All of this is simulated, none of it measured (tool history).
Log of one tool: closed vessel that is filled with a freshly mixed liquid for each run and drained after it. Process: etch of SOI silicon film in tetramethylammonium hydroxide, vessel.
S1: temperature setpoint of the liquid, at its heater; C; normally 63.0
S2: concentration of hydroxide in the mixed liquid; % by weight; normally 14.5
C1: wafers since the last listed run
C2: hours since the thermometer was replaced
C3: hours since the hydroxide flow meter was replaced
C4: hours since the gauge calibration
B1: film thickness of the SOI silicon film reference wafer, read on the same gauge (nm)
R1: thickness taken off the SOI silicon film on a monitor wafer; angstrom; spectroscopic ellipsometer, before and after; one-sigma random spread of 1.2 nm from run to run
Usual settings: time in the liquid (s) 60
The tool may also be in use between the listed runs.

{"run": 1, "hour": 0.0, "S1": 58.5, "S2": 14.5, "time in the liquid (s)": 60, "C1": 0, "C2": 641.9, "C3": 1688.1, "C4": 199.2, "B1": 79.98, "R1": 1696.8}
{"run": 2, "hour": 16.1, "S1": 58.5, "S2": 14.5, "time in the liquid (s)": 60, "C1": 1173, "C2": 658.0, "C3": 1704.2, "C4": 215.3, "B1": 79.99, "R1": 1677.5}
{"run": 3, "hour": 23.7, "S1": 63.0, "S2": 12.5, "time in the liquid (s)": 60, "C1": 553, "C2": 665.6, "C3": 1711.8, "C4": 222.9, "B1": 79.97, "R1": 2401.9}
{"run": 4, "hour": 32.1, "S1": 63.0, "S2": 12.5, "time in the liquid (s)": 60, "C1": 612, "C2": 674.0, "C3": 1720.2, "C4": 231.3, "B1": 79.98, "R1": 2408.4}
{"run": 5, "hour": 49.3, "S1": 63.0, "S2": 12.5, "time in the liquid (s)": 60, "C1": 1253, "C2": 691.2, "C3": 1737.4, "C4": 248.5, "B1": 79.97, "R1": 2396.7}
{"run": 6, "hour": 64.3, "S1": 63.0, "S2": 14.5, "time in the liquid (s)": 60, "C1": 1093, "C2": 706.2, "C3": 1752.4, "C4": 263.5, "B1": 79.98, "R1": 2200.7}
{"run": 7, "hour": 73.9, "S1": 63.0, "S2": 14.5, "time in the liquid (s)": 75, "C1": 699, "C2": 715.8, "C3": 1762.0, "C4": 273.1, "B1": 80.02, "R1": 2778.5}
{"run": 8, "hour": 87.3, "S1": 63.0, "S2": 14.5, "time in the liquid (s)": 75, "C1": 976, "C2": 729.2, "C3": 1775.4, "C4": 286.5, "B1": 79.97, "R1": 2759.5}
{"run": 9, "hour": 103.5, "S1": 63.0, "S2": 14.5, "time in the liquid (s)": 60, "C1": 1180, "C2": 745.4, "C3": 1791.6, "C4": 302.7, "B1": 80.02, "R1": 2208.3}
{"run": 10, "hour": 110.7, "S1": 63.0, "S2": 14.5, "time in the liquid (s)": 60, "C1": 524, "C2": 752.6, "C3": 1798.8, "C4": 309.9, "B1": 80.02, "R1": 2184.1}
{"run": 11, "hour": 116.9, "S1": 63.0, "S2": 14.5, "time in the liquid (s)": 60, "C1": 451, "C2": 758.8, "C3": 1805.0, "C4": 316.1, "B1": 80.02, "R1": 2217.6}
{"hour": 127.9, "done": "gauge calibrated"}
{"run": 12, "hour": 129.1, "S1": 63.0, "S2": 14.5, "time in the liquid (s)": 60, "C1": 889, "C2": 771.0, "C3": 1817.2, "C4": 1.2, "B1": 80.0, "R1": 2198.5}
{"run": 13, "hour": 179.1, "S1": 63.0, "S2": 14.5, "time in the liquid (s)": 60, "C1": 3643, "C2": 821.0, "C3": 1867.2, "C4": 51.2, "B1": 79.98, "R1": 2181.0}
{"run": 14, "hour": 186.0, "S1": 63.0, "S2": 14.5, "time in the liquid (s)": 60, "C1": 502, "C2": 827.9, "C3": 1874.1, "C4": 58.1, "B1": 80.02, "R1": 2162.7}
{"run": 15, "hour": 196.9, "S1": 63.0, "S2": 14.5, "time in the liquid (s)": 70, "C1": 794, "C2": 838.8, "C3": 1885.0, "C4": 69.0, "B1": 80.01, "R1": 2518.4}
{"hour": 214.2, "done": "hydroxide flow meter replaced"}
{"run": 16, "hour": 214.7, "S1": 63.0, "S2": 14.5, "time in the liquid (s)": 50, "C1": 1224, "C2": 856.6, "C3": 0.5, "C4": 86.8, "B1": 80.04, "R1": 1812.5}
{"hour": 219.5, "done": "thermometer replaced"}
{"run": 17, "hour": 227.6, "S1": 63.0, "S2": 17.5, "time in the liquid (s)": 60, "C1": 867, "C2": 8.1, "C3": 13.4, "C4": 99.7, "B1": 80.0, "R1": 2232.5}
{"run": 18, "hour": 234.1, "S1": 63.0, "S2": 14.5, "time in the liquid (s)": 60, "C1": 473, "C2": 14.6, "C3": 19.9, "C4": 106.2, "B1": 79.98, "R1": 2424.8}
{"run": 19, "hour": 241.6, "S1": 70.0, "S2": 14.5, "time in the liquid (s)": 70, "C1": 546, "C2": 22.1, "C3": 27.4, "C4": 113.7, "B1": 80.0, "R1": 4289.9}
{"run": 20, "hour": 254.7, "S1": 63.0, "S2": 14.5, "time in the liquid (s)": 60, "C1": 954, "C2": 35.2, "C3": 40.5, "C4": 126.8, "B1": 79.99, "R1": 2414.0}
{"run": 21, "hour": 269.6, "S1": 63.0, "S2": 17.5, "time in the liquid (s)": 95, "C1": 1085, "C2": 50.1, "C3": 55.4, "C4": 141.7, "B1": 79.99, "R1": 3524.2}
{"run": 22, "hour": 282.8, "S1": 63.0, "S2": 14.5, "time in the liquid (s)": 40, "C1": 961, "C2": 63.3, "C3": 68.6, "C4": 154.9, "B1": 80.0, "R1": 1597.5}
{"run": 23, "hour": 289.0, "S1": 67.5, "S2": 18.5, "time in the liquid (s)": 60, "C1": 451, "C2": 69.5, "C3": 74.8, "C4": 161.1, "B1": 80.0, "R1": 2845.6}
{"run": 24, "hour": 301.7, "S1": 70.0, "S2": 14.5, "time in the liquid (s)": 85, "C1": 925, "C2": 82.2, "C3": 87.5, "C4": 173.8, "B1": 80.0, "R1": 5137.4}
{"run": 25, "hour": 309.6, "S1": 63.0, "S2": 14.5, "time in the liquid (s)": 95, "C1": 575, "C2": 90.1, "C3": 95.4, "C4": 181.7, "B1": 79.99, "R1": 3830.1}
{"run": 26, "hour": 326.5, "S1": 63.0, "S2": 14.5, "time in the liquid (s)": 60, "C1": 1231, "C2": 107.0, "C3": 112.3, "C4": 198.6, "B1": 80.03, "R1": 2400.4}
{"run": 27, "hour": 336.1, "S1": 63.0, "S2": 14.5, "time in the liquid (s)": 60, "C1": 699, "C2": 116.6, "C3": 121.9, "C4": 208.2, "B1": 80.02, "R1": 2393.5}
{"run": 28, "hour": 345.1, "S1": 68.5, "S2": 14.5, "time in the liquid (s)": 60, "C1": 655, "C2": 125.6, "C3": 130.9, "C4": 217.2, "B1": 80.03, "R1": 3321.9}
{"run": 29, "hour": 357.5, "S1": 58.0, "S2": 12.5, "time in the liquid (s)": 40, "C1": 903, "C2": 138.0, "C3": 143.3, "C4": 229.6, "B1": 80.01, "R1": 1254.2}
{"run": 30, "hour": 371.0, "S1": 67.0, "S2": 14.5, "time in the liquid (s)": 75, "C1": 983, "C2": 151.5, "C3": 156.8, "C4": 243.1, "B1": 80.01, "R1": 3784.5}
{"run": 31, "hour": 382.6, "S1": 57.0, "S2": 19.0, "time in the liquid (s)": 45, "C1": 845, "C2": 163.1, "C3": 168.4, "C4": 254.7, "B1": 80.01, "R1": 1085.2}
{"run": 32, "hour": 394.2, "S1": 63.0, "S2": 14.5, "time in the liquid (s)": 95, "C1": 845, "C2": 174.7, "C3": 180.0, "C4": 266.3, "B1": 80.0, "R1": 3744.5}
{"run": 33, "hour": 406.6, "S1": 63.0, "S2": 14.5, "time in the liquid (s)": 60, "C1": 903, "C2": 187.1, "C3": 192.4, "C4": 278.7, "B1": 79.98, "R1": 2383.1}

What was the tool's hidden state at every run in the log?
hydroxide flow below the setpoint (%): 0 across all the runs
gauge reads high (%): 0 across all the runs
H1: liquid colder than its thermometer reads (K)
run=1 H1=1.6
run=2 H1=1.64
run=3 H1=1.66
run=4 H1=1.68
run=5 H1=1.72
run=6 H1=1.76
run=7 H1=1.78
run=8 H1=1.81
run=9 H1=1.85
run=10 H1=1.86
run=11 H1=1.88
run=12 H1=1.91
run=13 H1=2.02
run=14 H1=2.04
run=15 H1=2.07
run=16 H1=2.11
run=17 H1=0.298
run=18 H1=0.313
run=19 H1=0.331
run=20 H1=0.361
run=21 H1=0.396
run=22 H1=0.427
run=23 H1=0.442
run=24 H1=0.471
run=25 H1=0.49
run=26 H1=0.529
run=27 H1=0.552
run=28 H1=0.573
run=29 H1=0.602
run=30 H1=0.634
run=31 H1=0.661
run=32 H1=0.688
run=33 H1=0.717
